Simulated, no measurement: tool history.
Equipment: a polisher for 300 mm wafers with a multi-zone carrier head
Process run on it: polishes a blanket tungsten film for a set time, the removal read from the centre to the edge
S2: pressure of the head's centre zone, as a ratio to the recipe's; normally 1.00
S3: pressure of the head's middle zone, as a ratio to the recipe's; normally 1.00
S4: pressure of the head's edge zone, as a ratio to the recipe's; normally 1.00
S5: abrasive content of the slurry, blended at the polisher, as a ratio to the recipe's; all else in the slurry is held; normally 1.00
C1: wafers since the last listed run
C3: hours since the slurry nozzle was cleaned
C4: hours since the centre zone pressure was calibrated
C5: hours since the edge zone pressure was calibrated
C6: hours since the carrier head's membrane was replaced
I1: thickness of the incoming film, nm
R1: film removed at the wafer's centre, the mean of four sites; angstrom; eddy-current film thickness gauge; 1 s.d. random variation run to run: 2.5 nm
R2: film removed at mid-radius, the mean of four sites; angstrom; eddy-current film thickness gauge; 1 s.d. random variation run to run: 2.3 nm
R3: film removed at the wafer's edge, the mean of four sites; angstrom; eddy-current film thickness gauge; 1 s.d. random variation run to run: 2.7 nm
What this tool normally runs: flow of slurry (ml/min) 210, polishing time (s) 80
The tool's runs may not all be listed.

Run 1, day 0.000: usual settings; C1 0; wafers polished on this pad 980; C3 83.4; C4 906.0; C5 797.4; C6 543.3; I1 1364.0. Result: R1 2508 angstrom, R2 2306 angstrom, R3 2371 angstrom.
Run 2, day 1.096: usual settings; C1 151; wafers polished on this pad 1131; C3 109.7; C4 932.3; C5 823.7; C6 569.6; I1 1340.0. Result: R1 2486 angstrom, R2 2312 angstrom, R3 2338 angstrom.
At day 2.700: worn pad replaced by a new one.
Run 3, day 2.888: usual settings; C1 223; wafers polished on this pad 26; C3 152.7; C4 975.3; C5 866.7; C6 612.6; I1 1330.9. Result: R1 2558 angstrom, R2 2317 angstrom, R3 2385 angstrom.
At day 3.888: carrier head's membrane replaced by a new one.
Run 4, day 4.917: usual settings; C1 250; wafers polished on this pad 276; C3 201.4; C4 1024.0; C5 915.4; C6 24.7; I1 1364.4. Result: R1 2548 angstrom, R2 2336 angstrom, R3 2393 angstrom.
Run 5, day 7.396: usual settings; C1 341; wafers polished on this pad 618; C3 260.9; C4 1083.5; C5 974.9; C6 84.2; I1 1363.3. Result: R1 2553 angstrom, R2 2302 angstrom, R3 2441 angstrom.
Run 6, day 10.262: usual settings; C1 395; wafers polished on this pad 1013; C3 329.7; C4 1152.3; C5 1043.7; C6 153.0; I1 1344.2. Result: R1 2494 angstrom, R2 2314 angstrom, R3 2395 angstrom.
Run 7, day 13.133: usual settings; C1 395; wafers polished on this pad 1409; C3 398.6; C4 1221.2; C5 1112.6; C6 221.9; I1 1361.0. Result: R1 2538 angstrom, R2 2338 angstrom, R3 2345 angstrom.
At day 13.696: worn pad replaced by a new one.
At day 15.625: centre zone pressure recalibrated.
Run 8, day 15.646: usual settings; C1 311; wafers polished on this pad 257; C3 458.9; C4 0.5; C5 1172.9; C6 282.2; I1 1369.4. Result: R1 2660 angstrom, R2 2322 angstrom, R3 2387 angstrom.
At day 17.600: edge zone pressure recalibrated.
Run 9, day 17.658: usual settings; C1 265; wafers polished on this pad 522; C3 507.2; C4 48.8; C5 1.4; C6 330.5; I1 1384.4. Result: R1 2698 angstrom, R2 2315 angstrom, R3 2323 angstrom.
At day 18.942: slurry nozzle cleaned.
Run 10, day 20.504: usual settings; C1 386; wafers polished on this pad 909; C3 37.5; C4 117.1; C5 69.7; C6 398.8; I1 1364.8. Result: R1 2695 angstrom, R2 2359 angstrom, R3 2370 angstrom.
At day 21.858: centre zone pressure recalibrated, repeated, since the last time left the tool worse.
Run 11, day 23.429: usual settings; C1 391; wafers polished on this pad 1300; C3 107.7; C4 37.7; C5 139.9; C6 469.0; I1 1369.7. Result: R1 2342 angstrom, R2 2347 angstrom, R3 2344 angstrom.
At day 25.421: worn pad replaced by a new one.
Run 12, day 25.442: usual settings but S2 0.91; C1 254; wafers polished on this pad 2; C3 156.0; C4 86.0; C5 188.2; C6 517.3; I1 1364.6. Result: R1 2192 angstrom, R2 2303 angstrom, R3 2351 angstrom.
Run 13, day 27.858: usual settings but S2 0.88, S4 1.09; C1 333; wafers polished on this pad 335; C3 214.0; C4 144.0; C5 246.2; C6 575.3; I1 1363.7. Result: R1 2110 angstrom, R2 2343 angstrom, R3 2491 angstrom.
Run 14, day 30.408: usual settings; C1 351; wafers polished on this pad 687; C3 275.2; C4 205.2; C5 307.4; C6 636.5; I1 1366.6. Result: R1 2434 angstrom, R2 2360 angstrom, R3 2385 angstrom.
Run 15, day 31.604: usual settings but flow of slurry (ml/min) 190, polishing time (s) 93; C1 164; wafers polished on this pad 852; C3 303.9; C4 233.9; C5 336.1; C6 665.2; I1 1350.3. Result: R1 2811 angstrom, R2 2681 angstrom, R3 2755 angstrom.
Run 16, day 34.396: usual settings but S2 1.10, S3 1.03, polishing time (s) 67; C1 384; wafers polished on this pad 1236; C3 370.9; C4 300.9; C5 403.1; C6 732.2; I1 1363.2. Result: R1 2280 angstrom, R2 1973 angstrom, R3 1982 angstrom.
At day 34.712: worn pad replaced by a new one.
At day 34.900: carrier head's membrane replaced by a new one.
At day 36.650: slurry nozzle cleaned.
Run 17, day 37.388: usual settings but polishing time (s) 70; C1 357; wafers polished on this pad 337; C3 17.7; C4 372.7; C5 474.9; C6 59.7; I1 1360.9. Result: R1 2131 angstrom, R2 2051 angstrom, R3 2091 angstrom.
Run 18, day 41.092: usual settings but S2 1.04, S5 1.25; C1 510; wafers polished on this pad 847; C3 106.6; C4 461.6; C5 563.8; C6 148.6; I1 1343.9. Result: R1 2675 angstrom, R2 2350 angstrom, R3 2477 angstrom.
Run 19, day 43.896: usual settings but S2 1.07, S3 1.11, S4 0.94; C1 386; wafers polished on this pad 1233; C3 173.9; C4 528.9; C5 631.1; C6 215.9; I1 1348.5. Result: R1 2671 angstrom, R2 2510 angstrom, R3 2260 angstrom.
Run 20, day 45.033: usual settings but S4 1.03; C1 156; wafers polished on this pad 1390; C3 201.2; C4 556.2; C5 658.4; C6 243.2; I1 1373.2. Result: R1 2495 angstrom, R2 2321 angstrom, R3 2420 angstrom.
At day 45.525: worn pad replaced by a new one.
Run 21, day 46.633: usual settings but flow of slurry (ml/min) 270, S4 0.92; C1 197; wafers polished on this pad 152; C3 239.6; C4 594.6; C5 696.8; C6 281.6; I1 1378.5. Result: R1 2576 angstrom, R2 2435 angstrom, R3 2304 angstrom.
Run 22, day 47.958: usual settings; C1 182; wafers polished on this pad 335; C3 271.4; C4 626.4; C5 728.6; C6 313.4; I1 1358.3. Result: R1 2454 angstrom, R2 2288 angstrom, R3 2407 angstrom.

List, for all runs, the conditions of the tool that the log does not record:
removal rate lost through wear of the pad, %: 0, the same for each run
slurry flow missing at the pad, %: 0, the same for each run
deviation of the edge zone's pressure from its setpoint, %: 0, the same for each run
H1: deviation of the centre zone's pressure from its setpoint, %
run    H1
  1  7.11
  2  7.16
  3  7.24
  4  7.32
  5  7.41
  6   7.5
  7  7.57
  8  13.2
  9  14.1
 10  15.2
 11  0.67
 12  1.47
 13  2.31
 14  3.07
 15   3.4
 16  4.07
 17  4.68
 18   5.3
 19  5.68
 20  5.82
 21  6.01
 22  6.14
